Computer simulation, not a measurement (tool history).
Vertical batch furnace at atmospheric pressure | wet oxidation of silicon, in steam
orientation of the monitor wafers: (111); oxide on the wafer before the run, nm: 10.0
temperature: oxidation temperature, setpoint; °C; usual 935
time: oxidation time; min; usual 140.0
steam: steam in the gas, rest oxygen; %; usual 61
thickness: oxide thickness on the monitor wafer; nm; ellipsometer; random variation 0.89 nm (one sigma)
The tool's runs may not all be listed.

run,hour,temperature,time,steam,"read-back reference wafer on the same gauge, thickness",thickness
1,0.0,935,140.0,61,433.84,431.43
2,27.2,948,140.0,64,433.83,484.96
3,41.2,948,140.0,64,433.82,486.62
4,68.4,948,140.0,64,433.51,488.66
5,93.4,920,140.0,58,434.06,371.10
6,114.2,920,140.0,58,433.98,372.87
7,139.5,935,140.0,61,433.78,431.83
# hour 170.5: thermocouples replaced and temperature profile calibrated
8,171.0,935,140.0,61,434.20,418.24
9,189.4,935,140.0,61,434.15,418.19
10,204.4,935,140.0,61,433.89,417.48
11,221.5,935,140.0,61,434.18,416.44
12,236.2,935,140.0,61,433.97,415.95
13,257.9,935,140.0,61,433.78,416.66
14,270.4,935,140.0,61,434.14,416.62
15,293.9,935,140.0,61,434.18,416.26
16,313.0,935,140.0,61,433.92,414.99
17,323.8,935,72.0,71,434.30,289.71
# hour 358.1: steam generator serviced
18,358.6,935,97.5,61,433.93,332.92
19,368.8,916,165.5,70,433.96,458.29
20,394.2,959,181.5,61,433.79,590.92
21,411.4,921,106.0,68,434.02,341.14
22,424.8,935,140.0,61,433.84,426.51
23,447.0,935,140.0,61,434.24,428.29
24,464.4,911,118.0,49,433.91,264.70
25,475.4,935,140.0,61,433.87,427.79
26,500.7,935,78.0,61,433.71,284.06
27,527.1,957,140.0,56,433.93,470.42
# hour 534.9: gauge calibrated
28,545.5,920,140.0,58,433.93,367.88
29,563.0,925,140.0,61,433.87,397.43
30,583.2,925,140.0,61,434.05,396.24
31,593.5,935,140.0,61,433.93,426.60
32,612.4,944,161.5,68,434.04,534.69
33,640.0,921,106.0,68,434.22,340.79
34,659.5,935,140.0,61,434.08,426.10
35,672.0,935,100.5,61,434.05,339.61
36,685.3,935,140.0,65,434.04,444.94
37,699.1,926,140.0,51,433.92,351.90
38,725.2,941,140.0,61,433.80,444.65
39,745.1,935,163.5,51,433.97,420.77

Forecast each of these 3 alternatives for the next run:
A,751.7,955,140.0,61,?,?
B,751.7,914,140.0,61,?,?
C,751.7,922,100.0,51,?,?

run,"read-back reference wafer on the same gauge, thickness",thickness
A,433.94,489.79
B,433.94,363.35
C,433.94,267.18
Without the tool's hidden state the same runs would have given:
run,thickness
A,491.62
B,364.74
C,268.25
